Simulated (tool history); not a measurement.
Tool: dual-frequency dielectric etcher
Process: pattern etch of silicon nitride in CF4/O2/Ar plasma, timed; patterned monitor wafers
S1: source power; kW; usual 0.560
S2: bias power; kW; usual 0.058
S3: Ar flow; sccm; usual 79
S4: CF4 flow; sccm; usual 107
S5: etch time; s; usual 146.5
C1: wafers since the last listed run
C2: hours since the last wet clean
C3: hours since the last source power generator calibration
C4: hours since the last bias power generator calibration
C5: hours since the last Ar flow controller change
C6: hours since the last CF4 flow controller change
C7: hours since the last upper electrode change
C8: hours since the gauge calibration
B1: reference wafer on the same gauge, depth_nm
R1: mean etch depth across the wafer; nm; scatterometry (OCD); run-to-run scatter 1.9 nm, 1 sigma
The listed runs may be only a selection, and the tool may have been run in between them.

| run | day | S1 | S2 | S3 | S4 | S5 | C1 | C2 | C3 | C4 | C5 | C6 | C7 | C8 | B1 | R1 |
|---|---|---|---|---|---|---|---|---|---|---|---|---|---|---|---|---|
| 1 | 0.000 | 0.440 | 0.058 | 79 | 107 | 146.5 | 0 | 440.3 | 123.3 | 4175.5 | 2728.6 | 2614.1 | 2418.6 | 840.6 | 350.4 | 266.4 |
|  | 0.467 | Ar flow controller replaced |
| 2 | 0.567 | 0.500 | 0.058 | 66 | 91 | 146.5 | 66 | 453.9 | 136.9 | 4189.1 | 2.4 | 2627.7 | 2432.2 | 854.2 | 350.8 | 313.6 |
| 3 | 1.483 | 0.560 | 0.058 | 79 | 107 | 146.5 | 192 | 475.9 | 158.9 | 4211.1 | 24.4 | 2649.7 | 2454.2 | 876.2 | 350.4 | 347.5 |
| 4 | 2.862 | 0.560 | 0.058 | 79 | 107 | 146.5 | 290 | 509.0 | 192.0 | 4244.2 | 57.5 | 2682.8 | 2487.3 | 909.3 | 351.5 | 351.9 |
|  | 3.171 | bias power generator calibrated |
|  | 4.638 | gauge calibrated |
|  | 5.058 | wet clean of the chamber |
| 5 | 5.079 | 0.560 | 0.058 | 95 | 107 | 146.5 | 220 | 0.5 | 245.2 | 45.8 | 110.7 | 2736.0 | 2540.5 | 10.6 | 341.0 | 329.8 |
| 6 | 5.421 | 0.560 | 0.058 | 79 | 107 | 146.5 | 71 | 8.7 | 253.4 | 54.0 | 118.9 | 2744.2 | 2548.7 | 18.8 | 341.1 | 337.6 |
| 7 | 6.683 | 0.560 | 0.058 | 79 | 107 | 146.5 | 265 | 39.0 | 283.7 | 84.3 | 149.2 | 2774.5 | 2579.0 | 49.1 | 341.5 | 338.5 |
|  | 7.704 | CF4 flow controller replaced |
| 8 | 7.746 | 0.640 | 0.058 | 70 | 100 | 146.5 | 170 | 64.5 | 309.2 | 109.8 | 174.7 | 1.0 | 2604.5 | 74.6 | 342.2 | 398.6 |
| 9 | 8.550 | 0.690 | 0.066 | 79 | 107 | 160.5 | 169 | 83.8 | 328.5 | 129.1 | 194.0 | 20.3 | 2623.8 | 93.9 | 341.8 | 473.5 |
| 10 | 9.138 | 0.680 | 0.062 | 79 | 84 | 180.0 | 123 | 97.9 | 342.6 | 143.2 | 208.1 | 34.4 | 2637.9 | 108.0 | 342.2 | 508.6 |
| 11 | 10.138 | 0.560 | 0.058 | 79 | 107 | 146.5 | 210 | 121.9 | 366.6 | 167.2 | 232.1 | 58.4 | 2661.9 | 132.0 | 342.9 | 341.9 |
| 12 | 10.762 | 0.560 | 0.058 | 79 | 107 | 146.5 | 131 | 136.9 | 381.6 | 182.2 | 247.1 | 73.4 | 2676.9 | 147.0 | 343.1 | 338.4 |
| 13 | 11.567 | 0.560 | 0.052 | 98 | 89 | 146.5 | 169 | 156.2 | 400.9 | 201.5 | 266.4 | 92.7 | 2696.2 | 166.3 | 343.3 | 312.8 |
| 14 | 12.192 | 0.560 | 0.058 | 79 | 107 | 146.5 | 131 | 171.2 | 415.9 | 216.5 | 281.4 | 107.7 | 2711.2 | 181.3 | 343.5 | 340.1 |
| 15 | 12.883 | 0.680 | 0.058 | 79 | 129 | 167.0 | 145 | 187.8 | 432.5 | 233.1 | 298.0 | 124.3 | 2727.8 | 197.9 | 343.3 | 485.1 |
| 16 | 13.783 | 0.560 | 0.052 | 98 | 89 | 146.5 | 189 | 209.4 | 454.1 | 254.7 | 319.6 | 145.9 | 2749.4 | 219.5 | 343.6 | 315.4 |
|  | 14.854 | upper electrode replaced |
| 17 | 18.117 | 0.560 | 0.058 | 87 | 107 | 146.5 | 701 | 313.4 | 558.1 | 358.7 | 423.6 | 249.9 | 78.3 | 323.5 | 345.0 | 337.1 |
| 18 | 22.308 | 0.480 | 0.058 | 88 | 120 | 146.5 | 881 | 414.0 | 658.7 | 459.3 | 524.2 | 350.5 | 178.9 | 424.1 | 346.7 | 292.2 |
| 19 | 23.312 | 0.560 | 0.064 | 68 | 107 | 146.5 | 211 | 438.1 | 682.8 | 483.4 | 548.3 | 374.6 | 203.0 | 448.2 | 347.0 | 362.6 |
| 20 | 24.179 | 0.560 | 0.065 | 79 | 107 | 114.5 | 182 | 458.9 | 703.6 | 504.2 | 569.1 | 395.4 | 223.8 | 469.0 | 347.1 | 278.8 |
| 21 | 25.092 | 0.560 | 0.072 | 79 | 132 | 146.5 | 191 | 480.8 | 725.5 | 526.1 | 591.0 | 417.3 | 245.7 | 490.9 | 347.6 | 378.2 |
| 22 | 26.575 | 0.560 | 0.058 | 79 | 107 | 146.5 | 312 | 516.4 | 761.1 | 561.7 | 626.6 | 452.9 | 281.3 | 526.5 | 348.1 | 343.9 |

Predict each of these 3 candidate next runs independently; none follows another, all start after run 22:
| A | 26.596 | 0.560 | 0.058 | 79 | 107 | 146.5 | 4 | 516.9 | 761.6 | 562.2 | 627.1 | 453.4 | 281.8 | 527.0 | ? | ? |
| B | 26.596 | 0.560 | 0.058 | 79 | 107 | 103.0 | 4 | 516.9 | 761.6 | 562.2 | 627.1 | 453.4 | 281.8 | 527.0 | ? | ? |
| C | 26.596 | 0.640 | 0.071 | 79 | 107 | 146.5 | 4 | 516.9 | 761.6 | 562.2 | 627.1 | 453.4 | 281.8 | 527.0 | ? | ? |

| run | B1 | R1 |
|---|---|---|
| A | 348.5 | 344.2 |
| B | 348.5 | 242.0 |
| C | 348.5 | 420.6 |
What these runs would have given with no unlogged condition in the tool:
| run | R1 |
|---|---|
| A | 336.2 |
| B | 236.4 |
| C | 410.9 |
